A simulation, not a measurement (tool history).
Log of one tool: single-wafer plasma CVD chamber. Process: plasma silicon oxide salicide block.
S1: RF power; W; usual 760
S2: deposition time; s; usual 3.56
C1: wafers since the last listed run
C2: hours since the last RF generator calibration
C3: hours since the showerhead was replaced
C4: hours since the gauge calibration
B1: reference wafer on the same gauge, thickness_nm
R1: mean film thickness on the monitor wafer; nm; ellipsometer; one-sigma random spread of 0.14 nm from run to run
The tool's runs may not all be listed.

run     day   S1    S2    C1      C2      C3      C4      B1      R1
  1   0.000  760  3.03     0   184.2  3490.8   506.0  38.445  31.391
  2   1.800  760  3.03  2129   227.4  3534.0   549.2  38.480  31.552
  3   3.612  805  3.81  2144   270.9  3577.5   592.7  38.522  40.196
  4   6.400  760  3.56  3297   337.8  3644.4   659.6  38.557  36.834
  5   7.433  760  3.56  1222   362.6  3669.2   684.4  38.496  36.630
  6  10.288  760  3.56  3376   431.1  3737.7   752.9  38.494  36.745
  7  11.329  760  3.16  1232   456.1  3762.7   777.9  38.511  32.619
  8  13.317  760  3.16  2351   503.8  3810.4   825.6  38.534  32.569
  9  15.833  760  3.16  2977   564.2  3870.8   886.0  38.511  32.613
 10  18.733  760  4.07  3430   633.8  3940.4   955.6  38.506  41.814
 11  19.904  760  3.56  1385   661.9  3968.5   983.7  38.492  36.453
 12  21.092  760  3.56  1404   690.4  3997.0  1012.2  38.509  36.584
 13  22.783  620  3.87  2001   731.0  4037.6  1052.8  38.485  37.194
     25.000  -- showerhead replaced
 14  25.738  805  3.80  3100   801.9    17.7  1123.7  38.497  39.483
 15  27.496  760  3.56  2080   844.1    59.9  1165.9  38.481  36.297
 16  29.158  895  3.56  1966   884.0    99.8  1205.8  38.480  37.816
     33.175  -- gauge calibrated
 17  34.558  655  3.91  6387  1013.6   229.4    33.2  38.493  37.709
     36.058  -- RF generator calibrated
 18  36.896  705  3.24  2370    20.1   285.5    89.3  38.455  32.683
 19  38.258  840  2.96  1611    52.8   318.2   122.0  38.516  32.000
 20  41.138  885  3.56  3405   121.9   387.3   191.1  38.503  38.770
 21  42.300  625  4.06  1375   149.8   415.2   219.0  38.505  39.565
 22  43.854  760  3.56  1838   187.1   452.5   256.3  38.570  36.958
 23  46.612  815  3.56  3263   253.3   518.7   322.5  38.516  37.414
 24  48.033  840  2.96  1680   287.4   552.8   356.6  38.478  31.686
 25  49.412  635  3.92  1631   320.5   585.9   389.7  38.507  38.275

Each row is a separate what-if for the run after 25, all from the same tool condition, not one after another. Results?
  A  49.429  635  3.56  19  320.9  586.3  390.1   ?   ?
  B  49.429  690  3.87  19  320.9  586.3  390.1   ?   ?
  C  49.429  610  3.35  19  320.9  586.3  390.1   ?   ?

run      B1      R1
  A  38.520  34.766
  B  38.520  38.796
  C  38.520  32.303
The same runs, with their run-to-run variation unchanged, on a tool lacking any hidden condition would have given:
run      R1
  A  34.942
  B  38.992
  C  32.466
